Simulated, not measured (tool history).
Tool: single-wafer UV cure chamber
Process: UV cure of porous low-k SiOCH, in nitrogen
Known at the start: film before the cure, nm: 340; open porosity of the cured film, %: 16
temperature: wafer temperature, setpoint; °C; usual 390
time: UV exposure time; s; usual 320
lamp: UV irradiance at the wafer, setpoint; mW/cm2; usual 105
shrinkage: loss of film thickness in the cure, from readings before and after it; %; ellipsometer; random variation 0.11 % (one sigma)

run   hour  temperature  time  lamp  shrinkage
  1      0          390   320   105     12.558
  2   19.4          390   320   105     12.619
  3   30.8          390   320   105      12.47
  4   44.8          390   320   105     12.543
  5   61.8          390   320   105     12.613
  6   78.6          390   320   105     12.529
  7   88.9          403   320   105      12.77
  8  110.8          403   320   105     12.737
  9  124.3          390   320   105     12.689
 10  139.3          390   320   105      12.69
 11  154.5          390   380    74     11.626
 12  157.2          390   320   105      12.61
 13  169.6          403   225   121     11.672
 14  180.5          409   135   105       9.03
 15  190.4          406   465    92     13.853
 16  206.4          405   475   105     14.566
 17  223.4          390   400   143     14.884
 18  231.4          406   440    75     12.729
 19  239.8          390   320   105     12.575
 20  256.4          400   320   105     12.586
 21    268          400   450    73     12.441

Taken out of this log: 4 entries between the listed runs. Where each belongs, and how the hidden state differs across it:
Between runs 2 and 3: quartz window cleaned (hour 30.3)
  no hidden state differs between the two runs
Between runs 10 and 11: quartz window cleaned (hour 154)
  no hidden state differs between the two runs
Between runs 15 and 16: UV bulbs replaced (hour 203.9)
  no hidden state differs between the two runs
Between runs 20 and 21: quartz window cleaned (hour 267.5)
  no hidden state differs between the two runs

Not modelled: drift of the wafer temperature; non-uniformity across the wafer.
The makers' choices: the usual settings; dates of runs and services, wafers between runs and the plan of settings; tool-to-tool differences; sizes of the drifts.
